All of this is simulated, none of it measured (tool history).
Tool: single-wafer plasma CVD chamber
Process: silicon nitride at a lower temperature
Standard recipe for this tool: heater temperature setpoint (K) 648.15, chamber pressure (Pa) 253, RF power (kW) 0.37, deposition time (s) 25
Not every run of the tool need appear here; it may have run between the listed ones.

| run | hour | heater temperature setpoint (K) | chamber pressure (Pa) | RF power (kW) | deposition time (s) | read-back reference wafer on the same gauge, thickness_nm | mean film thickness on the monitor wafer (angstrom) |
|---|---|---|---|---|---|---|---|
| 1 | 0 | 658.15 | 253 | 0.425 | 25 | 40.302 | 379.74 |
| 2 | 64.7 | 639.15 | 232 | 0.37 | 25 | 40.333 | 343.86 |
| 3 | 107.4 | 648.15 | 253 | 0.37 | 25 | 40.328 | 347.35 |
| 4 | 176.8 | 648.15 | 233 | 0.34 | 25 | 40.306 | 320.85 |
| 5 | 217.7 | 648.15 | 233 | 0.34 | 25 | 40.288 | 322.6 |
| 6 | 276.6 | 648.15 | 233 | 0.34 | 25 | 40.302 | 322.2 |
| 7 | 333.3 | 648.15 | 253 | 0.37 | 27 | 40.323 | 374.79 |
| 8 | 403.8 | 648.15 | 253 | 0.37 | 27 | 40.282 | 376.42 |
| 9 | 465.2 | 648.15 | 253 | 0.37 | 27 | 40.28 | 374.34 |
|  | 488.5 | RF generator calibrated |
|  | 489 | gauge calibrated |
| 10 | 526.8 | 648.15 | 253 | 0.37 | 23.5 | 40.291 | 340.35 |
| 11 | 561.7 | 648.15 | 253 | 0.37 | 23.5 | 40.301 | 340.38 |
| 12 | 629.1 | 648.15 | 253 | 0.37 | 25 | 40.311 | 359.34 |
| 13 | 687.9 | 658.15 | 253 | 0.425 | 25 | 40.286 | 395.04 |
|  | 730.3 | showerhead replaced, of another model than before |
| 14 | 738.3 | 648.15 | 253 | 0.37 | 25 | 40.331 | 360.48 |
|  | 767.8 | capacitance manometer re-zeroed and calibrated |
| 15 | 777.3 | 648.15 | 224 | 0.37 | 25 | 40.307 | 351.46 |
| 16 | 813.1 | 660.15 | 253 | 0.315 | 25 | 40.26 | 337.61 |
| 17 | 860.9 | 648.15 | 253 | 0.37 | 25 | 40.293 | 359.7 |
| 18 | 893.6 | 648.15 | 300 | 0.42 | 21.2 | 40.312 | 332.79 |
| 19 | 945.6 | 658.15 | 253 | 0.31 | 25 | 40.283 | 335.42 |
|  | 976.3 | thermocouple changed; heater temperature recalibrated |
| 20 | 1008.6 | 648.15 | 300 | 0.37 | 23.3 | 40.278 | 346.21 |
| 21 | 1075.7 | 648.15 | 233 | 0.395 | 25 | 40.323 | 360.66 |
| 22 | 1133.1 | 658.15 | 253 | 0.37 | 25 | 40.347 | 356.72 |
| 23 | 1188.9 | 648.15 | 253 | 0.37 | 25 | 40.29 | 358.8 |
| 24 | 1215 | 648.15 | 253 | 0.37 | 25 | 40.269 | 356.49 |
| 25 | 1247.8 | 648.15 | 253 | 0.435 | 25 | 40.296 | 381.32 |

Below are 5 alternative next runs, each starting from the tool's condition after run 25. Predict each:
| A | 1248.2 | 648.15 | 253 | 0.37 | 25 | ? | ? |
| B | 1248.2 | 653.15 | 253 | 0.37 | 25 | ? | ? |
| C | 1248.2 | 648.15 | 296 | 0.35 | 25 | ? | ? |
| D | 1248.2 | 648.15 | 253 | 0.415 | 23.6 | ? | ? |
| E | 1248.2 | 634.15 | 253 | 0.425 | 25 | ? | ? |

| run | read-back reference wafer on the same gauge, thickness_nm | mean film thickness on the monitor wafer (angstrom) |
|---|---|---|
| A | 40.295 | 358.2 |
| B | 40.295 | 357.37 |
| C | 40.295 | 361.64 |
| D | 40.295 | 354.04 |
| E | 40.295 | 380.89 |
Take away the tool's hidden state, keep each run's random variation, and the runs would have read:
| run | mean film thickness on the monitor wafer (angstrom) |
|---|---|
| A | 363.56 |
| B | 362.72 |
| C | 367.05 |
| D | 359.05 |
| E | 386.22 |
